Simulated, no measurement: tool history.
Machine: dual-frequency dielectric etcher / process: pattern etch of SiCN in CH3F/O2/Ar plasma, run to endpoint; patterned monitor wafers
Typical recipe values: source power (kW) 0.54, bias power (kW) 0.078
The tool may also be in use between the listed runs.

run,day,source power (kW),bias power (kW),wafers since the last listed run,hours since the last wet clean,hours since the last source power generator calibration,hours since the last bias power generator calibration,hours since the last upper electrode change,"incoming incoming film thickness, nm",endpoint time (s)
1,0,0.54,0.083,0,234.8,4392.5,1794.8,4599.7,11.72,26.5
2,0.625,0.54,0.083,323,249.8,4407.5,1809.8,4614.7,11.75,26.6
3,1.212,0.62,0.078,303,263.9,4421.6,1823.9,4628.8,11.71,26.1
4,2.533,0.62,0.078,683,295.6,4453.3,1855.6,4660.5,11.72,26.2
5,3.967,0.62,0.078,741,330,4487.7,1890,4694.9,11.71,26.2
6,4.658,0.54,0.078,357,346.6,4504.3,1906.6,4711.5,11.77,27.3
7,5.617,0.54,0.078,495,369.6,4527.3,1929.6,4734.5,11.6,27.1
8,6.454,0.59,0.078,433,389.7,4547.4,1949.7,4754.6,11.65,26.4
9,7.462,0.59,0.078,521,413.9,4571.6,1973.9,4778.8,11.78,26.9
# day 9.15: wet clean of the chamber
10,9.171,0.59,0.078,366,0.5,4612.6,2014.9,4819.8,11.63,26
11,9.183,0.44,0.085,6,0.8,4612.9,2015.2,4820.1,11.64,27
# day 9.712: bias power generator calibrated
# day 10.3: source power generator calibrated
# day 11.096: upper electrode replaced
12,11.117,0.44,0.065,415,47.2,19.6,33.7,0.5,11.63,29.3
13,11.133,0.48,0.078,8,47.6,20,34.1,0.9,11.55,27.2

The next listed run, before its measurement:
14,11.633,0.54,0.078,258,59.6,32,46.1,12.9,11.83,?

Run 14 produced endpoint time (s) 26.9.
On a tool with no hidden condition, and with the same random variation, this run would have come out at endpoint time (s) 26.8.
